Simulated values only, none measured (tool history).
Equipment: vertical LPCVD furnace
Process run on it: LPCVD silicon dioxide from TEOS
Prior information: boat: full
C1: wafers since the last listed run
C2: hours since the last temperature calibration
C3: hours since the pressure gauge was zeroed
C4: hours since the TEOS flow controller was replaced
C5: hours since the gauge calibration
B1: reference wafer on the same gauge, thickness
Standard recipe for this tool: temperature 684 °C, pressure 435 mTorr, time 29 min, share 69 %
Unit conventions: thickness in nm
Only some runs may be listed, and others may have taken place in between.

{"run": 1, "hour": 0.0, "temperature": 684, "pressure": 435, "time": 29, "share": 69, "C1": 0, "C2": 1183.6, "C3": 356.8, "C4": 1532, "C5": 1403, "B1": 174.94, "thickness": 196.09}
{"run": 2, "hour": 94.6, "temperature": 684, "pressure": 435, "time": 29, "share": 69, "C1": 1513, "C2": 1278.2, "C3": 451.4, "C4": 1626.6, "C5": 1497.6, "B1": 174.95, "thickness": 196.56}
{"run": 3, "hour": 184.7, "temperature": 684, "pressure": 435, "time": 29, "share": 77, "C1": 1441, "C2": 1368.3, "C3": 541.5, "C4": 1716.7, "C5": 1587.7, "B1": 175.05, "thickness": 208.36}
{"run": 4, "hour": 237.8, "temperature": 684, "pressure": 435, "time": 29, "share": 69, "C1": 849, "C2": 1421.4, "C3": 594.6, "C4": 1769.8, "C5": 1640.8, "B1": 175.07, "thickness": 195.89}
{"run": 5, "hour": 307.5, "temperature": 684, "pressure": 435, "time": 29, "share": 69, "C1": 1115, "C2": 1491.1, "C3": 664.3, "C4": 1839.5, "C5": 1710.5, "B1": 175.03, "thickness": 197.63}
{"run": 6, "hour": 386.4, "temperature": 684, "pressure": 435, "time": 29, "share": 69, "C1": 1262, "C2": 1570, "C3": 743.2, "C4": 1918.4, "C5": 1789.4, "B1": 175.09, "thickness": 197.35}
{"run": 7, "hour": 473.0, "temperature": 684, "pressure": 435, "time": 29, "share": 73, "C1": 1385, "C2": 1656.6, "C3": 829.8, "C4": 2005, "C5": 1876, "B1": 174.97, "thickness": 203.58}
{"run": 8, "hour": 511.3, "temperature": 684, "pressure": 435, "time": 29, "share": 73, "C1": 612, "C2": 1694.9, "C3": 868.1, "C4": 2043.3, "C5": 1914.3, "B1": 174.89, "thickness": 202.73}
{"run": 9, "hour": 577.9, "temperature": 684, "pressure": 435, "time": 29, "share": 69, "C1": 1065, "C2": 1761.5, "C3": 934.7, "C4": 2109.9, "C5": 1980.9, "B1": 175.1, "thickness": 197.92}
{"run": 10, "hour": 636.8, "temperature": 684, "pressure": 435, "time": 29, "share": 69, "C1": 942, "C2": 1820.4, "C3": 993.6, "C4": 2168.8, "C5": 2039.8, "B1": 174.94, "thickness": 198.62}
{"run": 11, "hour": 734.2, "temperature": 684, "pressure": 435, "time": 29, "share": 69, "C1": 1558, "C2": 1917.8, "C3": 1091, "C4": 2266.2, "C5": 2137.2, "B1": 175.06, "thickness": 198.77}
{"run": 12, "hour": 788.3, "temperature": 688, "pressure": 435, "time": 35, "share": 69, "C1": 865, "C2": 1971.9, "C3": 1145.1, "C4": 2320.3, "C5": 2191.3, "B1": 175.08, "thickness": 264.15}
{"run": 13, "hour": 827.9, "temperature": 684, "pressure": 435, "time": 29, "share": 69, "C1": 633, "C2": 2011.5, "C3": 1184.7, "C4": 2359.9, "C5": 2230.9, "B1": 174.82, "thickness": 197.26}
{"run": 14, "hour": 935.7, "temperature": 684, "pressure": 435, "time": 29, "share": 69, "C1": 1724, "C2": 2119.3, "C3": 1292.5, "C4": 2467.7, "C5": 2338.7, "B1": 175.11, "thickness": 199.86}
{"run": 15, "hour": 1039.1, "temperature": 684, "pressure": 435, "time": 29, "share": 73, "C1": 1654, "C2": 2222.7, "C3": 1395.9, "C4": 2571.1, "C5": 2442.1, "B1": 174.9, "thickness": 205.22}
{"run": 16, "hour": 1095.0, "temperature": 684, "pressure": 435, "time": 33, "share": 81, "C1": 894, "C2": 2278.6, "C3": 1451.8, "C4": 2627, "C5": 2498, "B1": 174.96, "thickness": 247.28}
{"hour": 1119.4, "done": "gauge calibrated"}
{"run": 17, "hour": 1176.6, "temperature": 684, "pressure": 435, "time": 29, "share": 74, "C1": 1305, "C2": 2360.2, "C3": 1533.4, "C4": 2708.6, "C5": 57.2, "B1": 175.04, "thickness": 206.33}
{"run": 18, "hour": 1283.9, "temperature": 684, "pressure": 340, "time": 29, "share": 60, "C1": 1716, "C2": 2467.5, "C3": 1640.7, "C4": 2815.9, "C5": 164.5, "B1": 174.98, "thickness": 164.55}
{"run": 19, "hour": 1389.0, "temperature": 695, "pressure": 435, "time": 29, "share": 69, "C1": 1681, "C2": 2572.6, "C3": 1745.8, "C4": 2921, "C5": 269.6, "B1": 174.94, "thickness": 260.06}
{"run": 20, "hour": 1479.9, "temperature": 677, "pressure": 375, "time": 21, "share": 64, "C1": 1454, "C2": 2663.5, "C3": 1836.7, "C4": 3011.9, "C5": 360.5, "B1": 175.01, "thickness": 109.65}
{"hour": 1536.0, "done": "pressure gauge zeroed"}
{"run": 21, "hour": 1558.6, "temperature": 684, "pressure": 435, "time": 23.5, "share": 79, "C1": 875, "C2": 2742.2, "C3": 22.6, "C4": 3090.6, "C5": 439.2, "B1": 174.97, "thickness": 174.12}
{"run": 22, "hour": 1657.2, "temperature": 688, "pressure": 540, "time": 32, "share": 63, "C1": 1577, "C2": 2840.8, "C3": 121.2, "C4": 3189.2, "C5": 537.8, "B1": 175.03, "thickness": 260.62}

Estimate the outcome of run 23 from the log above:
{"hour": 1710.7, "done": "thermocouples replaced and temperature profile calibrated"}
{"run": 23, "hour": 1745.6, "temperature": 684, "pressure": 435, "time": 29, "share": 69, "C1": 1030, "C2": 34.9, "C3": 209.6, "C4": 3277.6, "C5": 626.2, "B1": "?", "thickness": "?"}

B1: 174.82
thickness: 192.64 nm
On a tool with no hidden condition, and with the same random variation, this run would have come out at thickness 191.18 nm.

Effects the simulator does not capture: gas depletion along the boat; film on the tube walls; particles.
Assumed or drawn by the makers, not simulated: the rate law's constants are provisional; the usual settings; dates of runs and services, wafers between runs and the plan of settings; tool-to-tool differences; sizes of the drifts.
